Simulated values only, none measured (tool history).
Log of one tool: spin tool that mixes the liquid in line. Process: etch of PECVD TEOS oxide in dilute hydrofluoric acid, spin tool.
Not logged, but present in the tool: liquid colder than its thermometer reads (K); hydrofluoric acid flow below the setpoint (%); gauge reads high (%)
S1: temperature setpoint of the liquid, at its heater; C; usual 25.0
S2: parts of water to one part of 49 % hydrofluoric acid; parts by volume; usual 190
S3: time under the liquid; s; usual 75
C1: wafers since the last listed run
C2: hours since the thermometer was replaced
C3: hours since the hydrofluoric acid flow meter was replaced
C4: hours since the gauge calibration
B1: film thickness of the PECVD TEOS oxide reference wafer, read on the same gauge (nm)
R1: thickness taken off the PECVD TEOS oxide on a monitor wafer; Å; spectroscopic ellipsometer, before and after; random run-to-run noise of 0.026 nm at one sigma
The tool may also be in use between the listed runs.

run    hour    S1   S2   S3    C1     C2      C3      C4      B1     R1
  1     0.0  25.0  190   60     0  146.4  1698.1   528.3  150.04   48.7
  2    82.1  25.0  190   60  1005  228.5  1780.2   610.4  150.04   48.6
  3   166.3  25.0  220  110  1031  312.7  1864.4   694.6  149.99   74.3
  4   230.8  25.0  220  110   790  377.2  1928.9   759.1  149.99   73.8
  5   324.5  25.0  220  110  1147  470.9  2022.6   852.8  150.03   74.1
  6   407.9  25.0  190   75  1021  554.3  2106.0   936.2  150.01   60.5
  7   493.4  25.0  190   75  1047  639.8  2191.5  1021.7  149.98   60.3
  8   548.1  27.0  190   60   670  694.5  2246.2  1076.4  149.99   52.0
  9   617.0  27.0  190   60   844  763.4  2315.1  1145.3  150.01   51.7
      636.5  -- thermometer replaced
      687.9  -- hydrofluoric acid flow meter replaced
 10   692.3  25.0  225   75   897   55.8     4.4  1220.6  149.99   49.5
      697.3  -- gauge calibrated
 11   759.8  22.5  130   75   826  123.3    71.9    62.5  149.96   86.2
 12   805.5  23.0  105  100   559  169.0   117.6   108.2  150.00  149.6
 13  1121.7  25.0  135   75  3873  485.2   433.8   424.4  150.00   90.7
 14  1182.2  26.5  190   75   741  545.7   494.3   484.9  149.99   64.2
 15  1224.9  29.0  190   75   523  588.4   537.0   527.6  149.99   69.9
 16  1287.8  23.5  190   75   770  651.3   599.9   590.5  150.00   57.5
 17  1372.9  25.0  190   75  1042  736.4   685.0   675.6  150.03   60.7
     1388.8  -- thermometer replaced
 18  1414.1  25.0  190   75   492   25.3   726.2   716.8  150.00   60.3
 19  1455.5  25.0  190   75   507   66.7   767.6   758.2  150.01   61.0
 20  1515.7  25.0  190   75   737  126.9   827.8   818.4  149.98   60.9
 21  1563.5  20.0  145   75   585  174.7   875.6   866.2  150.04   68.8
 22  1609.0  23.5  145   45   557  220.2   921.1   911.7  150.00   47.6

Exercise: give the hidden state of the tool at every run:
liquid colder than its thermometer reads (K): 0, the same for each run
hydrofluoric acid flow below the setpoint (%): 0, the same for each run
gauge reads high (%): 0, the same for each run
